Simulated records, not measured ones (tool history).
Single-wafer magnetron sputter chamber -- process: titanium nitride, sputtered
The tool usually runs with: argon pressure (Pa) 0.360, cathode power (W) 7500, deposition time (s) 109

run   hour  argon pressure (Pa)  cathode power (W)  deposition time (s)  read-back reference wafer on the same gauge, thickness_nm  mean film thickness on the monitor wafer (Å)
  1    0.0                0.360               7500                  109                                                    142.032                                       1592.18
  2   14.8                0.360               7500                  109                                                    142.266                                       1583.60
  3   32.0                0.360               7500                  109                                                    141.955                                       1572.00
  4   49.4                0.360               7500                  109                                                    142.013                                       1571.36
  5   55.8                0.360               7500                  109                                                    142.022                                       1574.19
  6   67.8                0.360               8650                  109                                                    142.082                                       1712.84
  7   79.3                0.360               7500                  109                                                    141.896                                       1566.20
  8   90.5                0.360               7500                  109                                                    141.891                                       1555.02
      99.8  -- capacitance manometer re-zeroed and calibrated
  9  106.3                0.360               7500                  109                                                    141.988                                       1551.75
 10  130.7                0.360               7500                  109                                                    142.035                                       1561.44
     132.0  -- gauge calibrated
 11  137.0                0.360               7500                  109                                                    142.093                                       1552.34
 12  154.9                0.360               7500                  117                                                    141.935                                       1666.30
 13  165.8                0.360               7500                   88                                                    141.946                                       1245.24
 14  180.1                0.360               7500                  117                                                    141.857                                       1672.97
     198.7  -- magnet pack replaced, of another model than before
 15  199.2                0.360               7500                  109                                                    141.904                                       1529.45
     216.3  -- sputter target and shields replaced
 16  216.8                0.360               6600                   88                                                    141.866                                       1215.92
 17  217.1                0.267               6100                   87                                                    141.895                                       1168.18
 18  232.8                0.300               8900                   88                                                    142.000                                       1461.58
 19  249.8                0.360               7500                  109                                                    142.012                                       1618.65
 20  261.5                0.360               7500                  109                                                    141.918                                       1601.87
 21  267.5                0.490               9300                  109                                                    142.022                                       1770.70
 22  279.9                0.287               8500                  123                                                    141.919                                       1959.14
 23  294.0                0.223               8650                  118                                                    142.206                                       1929.15
 24  303.7                0.360               7500                  109                                                    141.865                                       1600.90

Predict each of these 3 candidate next runs independently; none follows another, all start after run 24:
  A  304.1                0.360               7500                  109                                                          ?                                             ?
  B  304.1                0.444               5850                  128                                                          ?                                             ?
  C  304.1                0.323               8250                  109                                                          ?                                             ?

run  read-back reference wafer on the same gauge, thickness_nm  mean film thickness on the monitor wafer (Å)
  A                                                    142.004                                       1600.80
  B                                                    142.004                                       1617.68
  C                                                    142.004                                       1704.15
Without the tool's unlogged condition, the same runs would have read:
run  mean film thickness on the monitor wafer (Å)
  A                                       1650.37
  B                                       1667.77
  C                                       1756.92
